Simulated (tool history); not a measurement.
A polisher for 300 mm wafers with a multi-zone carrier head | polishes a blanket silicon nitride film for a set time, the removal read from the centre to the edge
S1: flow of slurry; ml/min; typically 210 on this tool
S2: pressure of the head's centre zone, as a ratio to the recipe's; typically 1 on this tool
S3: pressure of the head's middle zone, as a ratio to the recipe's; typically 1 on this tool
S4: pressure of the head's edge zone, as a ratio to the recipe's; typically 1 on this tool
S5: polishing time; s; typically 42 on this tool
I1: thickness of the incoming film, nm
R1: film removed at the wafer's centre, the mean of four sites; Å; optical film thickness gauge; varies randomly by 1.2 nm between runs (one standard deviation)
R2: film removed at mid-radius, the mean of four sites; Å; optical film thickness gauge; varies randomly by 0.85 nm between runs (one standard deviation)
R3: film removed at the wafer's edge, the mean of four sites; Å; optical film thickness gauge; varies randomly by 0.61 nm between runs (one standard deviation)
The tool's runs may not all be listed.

Run 1, day 0: usual settings but S4 0.92; I1 415.8. Result: R1 994 Å, R2 942 Å, R3 911 Å.
Run 2, day 0.533: usual settings but S4 0.92; I1 403.9. Result: R1 1000 Å, R2 944 Å, R3 898 Å.
Run 3, day 0.842: usual settings but S4 0.92; I1 412. Result: R1 996 Å, R2 952 Å, R3 915 Å.
Run 4, day 1.588: usual settings; I1 409.2. Result: R1 986 Å, R2 956 Å, R3 948 Å.
Run 5, day 2.033: usual settings; I1 410. Result: R1 1012 Å, R2 963 Å, R3 948 Å.
Run 6, day 3.025: usual settings; I1 406.6. Result: R1 1032 Å, R2 956 Å, R3 937 Å.
Run 7, day 3.362: usual settings; I1 402.1. Result: R1 988 Å, R2 938 Å, R3 935 Å.
Run 8, day 3.754: usual settings but S1 245 ml/min, S2 1.07, S4 1.05, S5 28 s; I1 406.3. Result: R1 723 Å, R2 646 Å, R3 646 Å.
At day 4.104: edge zone pressure recalibrated.
Run 9, day 4.292: usual settings but S1 155 ml/min, S5 56 s; I1 412.8. Result: R1 1330 Å, R2 1236 Å, R3 1225 Å.
Run 10, day 4.725: usual settings; I1 406.1. Result: R1 990 Å, R2 959 Å, R3 929 Å.
At day 5.096: worn pad replaced by a new one.
Run 11, day 5.246: usual settings; I1 412.5. Result: R1 999 Å, R2 957 Å, R3 942 Å.
At day 5.512: slurry nozzle cleaned.
At day 5.692: carrier head's membrane replaced by a new one.
Run 12, day 5.712: usual settings but S1 135 ml/min, S2 1.03; I1 415.1. Result: R1 1005 Å, R2 914 Å, R3 905 Å.
Run 13, day 6.062: usual settings but S4 0.9; I1 415.3. Result: R1 1004 Å, R2 957 Å, R3 887 Å.
Run 14, day 6.592: usual settings but S1 265 ml/min; I1 415.9. Result: R1 1042 Å, R2 976 Å, R3 960 Å.
At day 6.921: centre zone pressure recalibrated.
Run 15, day 7.196: usual settings but S4 0.9; I1 418.1. Result: R1 943 Å, R2 958 Å, R3 894 Å.
Run 16, day 7.917: usual settings but S4 1.07; I1 403.2. Result: R1 978 Å, R2 960 Å, R3 969 Å.
Run 17, day 8.604: usual settings but S3 1.05, S5 36 s; I1 406.8. Result: R1 829 Å, R2 855 Å, R3 811 Å.
Run 18, day 9.146: usual settings but S1 185 ml/min, S4 0.91; I1 409.5. Result: R1 952 Å, R2 928 Å, R3 896 Å.
Run 19, day 9.508: usual settings; I1 411.5. Result: R1 1002 Å, R2 963 Å, R3 929 Å.
Run 20, day 9.812: usual settings but S4 1.11; I1 404.9. Result: R1 964 Å, R2 959 Å, R3 1001 Å.
At day 10.342: worn pad replaced by a new one.
Run 21, day 10.362: usual settings but S2 0.94, S3 0.88, S5 28 s; I1 407.5. Result: R1 605 Å, R2 572 Å, R3 625 Å.
Run 22, day 10.8: usual settings but S3 0.93; I1 416.8. Result: R1 985 Å, R2 899 Å, R3 947 Å.
Run 23, day 11.058: usual settings but S2 1.08, S5 52 s; I1 408.6. Result: R1 1261 Å, R2 1187 Å, R3 1153 Å.

For each run, the measured value with the value that run would have given without the tool's hidden condition subtracted. The run-to-run variation is shared by both, the gauge scatter possibly not:
Hidden state present: removal rate lost through wear of the pad, %; slurry flow missing at the pad, %; deviation of the centre zone's pressure from its setpoint, %; deviation of the edge zone's pressure from its setpoint, %.
run   R1
  1  +37
  2  +40
  3  +41
  4  +43
  5  +46
  6  +51
  7  +50
  8  +38
  9  +72
 10  +55
 11  +58
 12  +60
 13  +62
 14  +66
 15  +10
 16  +14
 17  +14
 18  +18
 19  +21
 20  +21
 21  +15
 22  +25
 23  +34
R2 without the hidden state stays within 1 Å of what was measured, in all runs.
R3 difference: zero, run after run.

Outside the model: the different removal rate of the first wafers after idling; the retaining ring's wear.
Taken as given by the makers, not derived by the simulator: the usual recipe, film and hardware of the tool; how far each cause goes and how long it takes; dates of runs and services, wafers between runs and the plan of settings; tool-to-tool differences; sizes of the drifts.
